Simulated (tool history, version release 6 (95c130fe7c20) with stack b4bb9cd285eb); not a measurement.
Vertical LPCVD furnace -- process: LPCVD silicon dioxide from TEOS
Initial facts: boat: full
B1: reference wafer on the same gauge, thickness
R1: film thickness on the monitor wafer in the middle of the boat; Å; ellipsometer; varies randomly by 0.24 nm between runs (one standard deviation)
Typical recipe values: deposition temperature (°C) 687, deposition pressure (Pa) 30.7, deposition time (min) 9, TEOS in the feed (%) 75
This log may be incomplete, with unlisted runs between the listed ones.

run 1 day=0 | deposition_temperature_(°C)=687 deposition_pressure_(Pa)=30.7 deposition_time_(min)=9 TEOS_in_the_feed_(%)=63 | B1=55.16 | R1=423.4
run 2 day=1.9 | deposition_temperature_(°C)=687 deposition_pressure_(Pa)=30.7 deposition_time_(min)=9 TEOS_in_the_feed_(%)=75 | B1=55.35 | R1=464
run 3 day=4.888 | deposition_temperature_(°C)=684 deposition_pressure_(Pa)=30.7 deposition_time_(min)=7.5 TEOS_in_the_feed_(%)=75 | B1=55.42 | R1=354.9
run 4 day=6.788 | deposition_temperature_(°C)=684 deposition_pressure_(Pa)=30.7 deposition_time_(min)=7.5 TEOS_in_the_feed_(%)=75 | B1=55.44 | R1=358.8
run 5 day=10.308 | deposition_temperature_(°C)=684 deposition_pressure_(Pa)=30.7 deposition_time_(min)=7.5 TEOS_in_the_feed_(%)=75 | B1=55.66 | R1=359
run 6 day=12.475 | deposition_temperature_(°C)=687 deposition_pressure_(Pa)=30.7 deposition_time_(min)=9 TEOS_in_the_feed_(%)=75 | B1=55.82 | R1=467.7
run 7 day=15.508 | deposition_temperature_(°C)=687 deposition_pressure_(Pa)=30.7 deposition_time_(min)=9 TEOS_in_the_feed_(%)=75 | B1=55.87 | R1=465.6
run 8 day=17.321 | deposition_temperature_(°C)=687 deposition_pressure_(Pa)=30.7 deposition_time_(min)=9 TEOS_in_the_feed_(%)=75 | B1=55.91 | R1=466.3
run 9 day=21.167 | deposition_temperature_(°C)=687 deposition_pressure_(Pa)=30.7 deposition_time_(min)=9 TEOS_in_the_feed_(%)=75 | B1=55.9 | R1=469.8
run 10 day=22.912 | deposition_temperature_(°C)=687 deposition_pressure_(Pa)=30.7 deposition_time_(min)=9 TEOS_in_the_feed_(%)=75 | B1=56.18 | R1=467.4
run 11 day=26.829 | deposition_temperature_(°C)=681 deposition_pressure_(Pa)=30.7 deposition_time_(min)=9 TEOS_in_the_feed_(%)=75 | B1=56.35 | R1=405.3
-- day=31.771 pressure gauge zeroed
run 12 day=31.792 | deposition_temperature_(°C)=681 deposition_pressure_(Pa)=30.7 deposition_time_(min)=9 TEOS_in_the_feed_(%)=75 | B1=56.48 | R1=408.4
run 13 day=34.729 | deposition_temperature_(°C)=676 deposition_pressure_(Pa)=37.3 deposition_time_(min)=8 TEOS_in_the_feed_(%)=69 | B1=56.55 | R1=342.3
run 14 day=36.85 | deposition_temperature_(°C)=687 deposition_pressure_(Pa)=30.7 deposition_time_(min)=9 TEOS_in_the_feed_(%)=75 | B1=56.75 | R1=473.9
run 15 day=38.354 | deposition_temperature_(°C)=687 deposition_pressure_(Pa)=30.7 deposition_time_(min)=9 TEOS_in_the_feed_(%)=68 | B1=56.62 | R1=450
-- day=40.7 thermocouples replaced and temperature profile calibrated
run 16 day=40.95 | deposition_temperature_(°C)=682 deposition_pressure_(Pa)=38 deposition_time_(min)=9 TEOS_in_the_feed_(%)=75 | B1=56.81 | R1=464.8
-- day=42.921 TEOS flow controller replaced
run 17 day=44.175 | deposition_temperature_(°C)=691 deposition_pressure_(Pa)=30.7 deposition_time_(min)=9 TEOS_in_the_feed_(%)=61 | B1=56.93 | R1=471.4
run 18 day=47.779 | deposition_temperature_(°C)=676 deposition_pressure_(Pa)=30.7 deposition_time_(min)=11 TEOS_in_the_feed_(%)=75 | B1=57.02 | R1=450.6

Forecast run 19:
run 19 day=52.15 | deposition_temperature_(°C)=687 deposition_pressure_(Pa)=30.7 deposition_time_(min)=9 TEOS_in_the_feed_(%)=75 | B1=? | R1=?

For run 19 the tool returned B1 57.1, R1 472.5 Å.
Without the tool's hidden state the same run would have given R1 447.3 Å.
